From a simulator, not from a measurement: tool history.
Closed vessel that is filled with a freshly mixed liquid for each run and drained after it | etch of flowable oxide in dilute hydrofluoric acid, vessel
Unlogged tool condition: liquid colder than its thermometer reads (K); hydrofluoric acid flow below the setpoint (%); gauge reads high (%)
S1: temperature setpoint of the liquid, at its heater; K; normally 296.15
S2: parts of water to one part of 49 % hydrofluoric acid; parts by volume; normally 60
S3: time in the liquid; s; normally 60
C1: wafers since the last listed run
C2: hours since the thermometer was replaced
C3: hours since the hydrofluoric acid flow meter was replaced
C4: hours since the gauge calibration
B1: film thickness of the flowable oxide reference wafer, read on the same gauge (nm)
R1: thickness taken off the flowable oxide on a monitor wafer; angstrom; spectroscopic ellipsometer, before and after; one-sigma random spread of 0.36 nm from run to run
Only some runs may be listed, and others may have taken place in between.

run	hour	S1	S2	S3	C1	C2	C3	C4	B1	R1
1	0	296.15	60	60	0	1138.8	552.7	411.4	60.01	336.7
2	100.8	296.15	60	60	10141	1239.6	653.5	512.2	60	337.7
3	169.1	296.15	60	60	6871	1307.9	721.8	580.5	60.02	335.8
4	237.4	296.15	60	60	6871	1376.2	790.1	648.8	59.99	326.6
5	310.3	296.15	60	60	7334	1449.1	863	721.7	60	326.2
6	385.9	296.15	60	60	7606	1524.7	938.6	797.3	60	330.6
7	474.5	296.15	60	60	8914	1613.3	1027.2	885.9	60	322.9
8	514	298.15	75	60	3974	1652.8	1066.7	925.4	60.03	271.1
# hour 567: hydrofluoric acid flow meter replaced
# hour 602: gauge calibrated
9	610.8	299.15	75	60	9638	1749.6	43.8	8.8	60	297.7
10	690.5	296.15	60	60	8018	1829.3	123.5	88.5	60.02	341
11	735.5	296.15	60	60	4527	1874.3	168.5	133.5	60	340.7
12	801.6	296.15	60	60	6650	1940.4	234.6	199.6	59.97	333.2
13	839	296.15	60	60	3762	1977.8	272	237	60.02	337.9
14	946	296.15	60	60	10765	2084.8	379	344	60	335.5
15	1000.5	293.15	75	60	5483	2139.3	433.5	398.5	60.02	224.1
16	1085.2	300.65	85	95	8521	2224	518.2	483.2	60.02	430.5
# hour 1172.6: thermometer replaced
17	1177.9	296.15	70	60	9225	5.3	610.9	575.9	59.97	292.1
18	1271.4	292.15	80	75	9407	98.8	704.4	669.4	60.01	263.8
19	1321.8	300.65	60	80	5070	149.2	754.8	719.8	60.01	540.8
20	1409.7	296.15	60	80	8843	237.1	842.7	807.7	60.01	452.8
21	1474.2	300.65	75	50	6489	301.6	907.2	872.2	59.97	262.5
22	1608.8	296.15	60	60	13542	436.2	1041.8	1006.8	59.98	335.4
23	1676.7	296.15	85	85	6831	504.1	1109.7	1074.7	60.01	316
# hour 1720.6: gauge calibrated
24	1736.6	296.15	50	60	6026	564	1169.6	16	59.97	397.4

Predict each of these 4 candidate next runs independently; none follows another, all start after run 24:
A	1737.3	296.15	60	60	70	564.7	1170.3	16.7	?	?
B	1737.3	292.65	60	75	70	564.7	1170.3	16.7	?	?
C	1737.3	298.65	75	40	70	564.7	1170.3	16.7	?	?
D	1737.3	292.65	60	60	70	564.7	1170.3	16.7	?	?

run	B1	R1
A	60.01	325.7
B	60.01	351.7
C	60.01	188.2
D	60.01	281.3
The same runs, with their run-to-run variation unchanged, on a tool lacking any hidden condition would have given:
run	R1
A	371.1
B	400.8
C	214.8
D	320.6
